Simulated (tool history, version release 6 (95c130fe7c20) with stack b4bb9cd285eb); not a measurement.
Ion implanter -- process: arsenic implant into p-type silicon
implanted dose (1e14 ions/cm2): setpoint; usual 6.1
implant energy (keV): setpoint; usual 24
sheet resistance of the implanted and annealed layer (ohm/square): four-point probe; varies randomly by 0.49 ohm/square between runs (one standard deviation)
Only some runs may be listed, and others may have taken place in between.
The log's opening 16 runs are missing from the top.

run	hour	implanted dose (1e14 ions/cm2)	implant energy (keV)	read-back reference wafer on the same gauge, sheet resistance	sheet resistance of the implanted and annealed layer (ohm/square)
# hour 772.6: extraction supply calibrated
17	806.9	6.1	18	139.07	163.71
# hour 842: Faraday cup replaced and dose calibrated
18	863	6.1	17	139.06	165.94
19	913.6	6.1	27	139.05	157.4
20	960.4	7.12	24	139.02	142.9
21	1032.3	5	21	139.03	187.68
22	1082.3	4.42	16	138.93	212
23	1266.3	7.81	27.5	138.92	129.13
24	1307.9	5.36	19	139	178.2

For run 25, what comes out?
25	1374.9	7.5	32.5	?	?

read-back reference wafer on the same gauge, sheet resistance: 139.06
sheet resistance of the implanted and annealed layer (ohm/square): 128.72
Had the tool carried no hidden state, the very same run would have given sheet resistance of the implanted and annealed layer (ohm/square) 132.07.
